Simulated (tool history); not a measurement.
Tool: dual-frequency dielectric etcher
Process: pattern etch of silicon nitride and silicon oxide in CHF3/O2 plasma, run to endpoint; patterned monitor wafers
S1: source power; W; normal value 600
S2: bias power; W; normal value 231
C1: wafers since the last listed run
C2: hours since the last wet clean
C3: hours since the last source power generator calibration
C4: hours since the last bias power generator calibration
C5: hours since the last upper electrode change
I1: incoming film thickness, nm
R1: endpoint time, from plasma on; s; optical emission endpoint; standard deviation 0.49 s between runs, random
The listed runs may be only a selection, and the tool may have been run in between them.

run   hour   S1   S2   C1     C2      C3      C4      C5     I1     R1
  1      0  600  231    0  501.2  1150.5  1362.5  4028.4  173.9   99.9
  2    7.7  480  245   44  508.9  1158.2  1370.2  4036.1    174  105.1
  3   15.4  480  245   44  516.6  1165.9  1377.9  4043.8  173.2    104
  4   25.2  540  231   56  526.4  1175.7  1387.7  4053.6  174.5  102.6
  5   32.9  540  231   44  534.1  1183.4  1395.4  4061.3  175.7  103.6
  6   63.8  600  231  178    565  1214.3  1426.3  4092.2  174.6   99.1
  7   77.5  600  202   79  578.7    1228    1440  4105.9  173.9  102.3
     107.5  -- upper electrode replaced, of another model than before
  8    108  600  231   37  609.2  1258.5  1470.5     0.5  175.2   98.8
  9  108.3  600  231    1  609.5  1258.8  1470.8     0.8  174.5   98.6
     141.7  -- wet clean of the chamber
 10  142.2  600  231   57    0.5  1292.7  1504.7    34.7    176  106.2
 11  142.6  470  191    2    0.9  1293.1  1505.1    35.1    176  133.9
 12  149.8  720  276   41    8.1  1300.3  1512.3    42.3    175   87.5
 13  182.1  600  231  186   40.4  1332.6  1544.6    74.6  172.9  104.2
     195.3  -- bias power generator calibrated
 14  198.7  550  195   72     57  1349.2     3.4    91.2  174.8  121.4
     205.5  -- source power generator calibrated
 15    208  600  231   30   66.3     2.5    12.7   100.5  175.4  105.4
 16  222.8  670  231   85   81.1    17.3    27.5   115.3    177  100.7
 17  232.9  540  277   58   91.2    27.4    37.6   125.4  175.4   99.9

Run 18 has not been measured yet. What should we expect?
 18  240.3  690  180  42  98.6  34.8  45  132.8  174.9   ?

Run 18 yielded R1 114.5 s.
If the tool had no hidden condition, the same run with the same run-to-run variation would have returned R1 115.6 s.
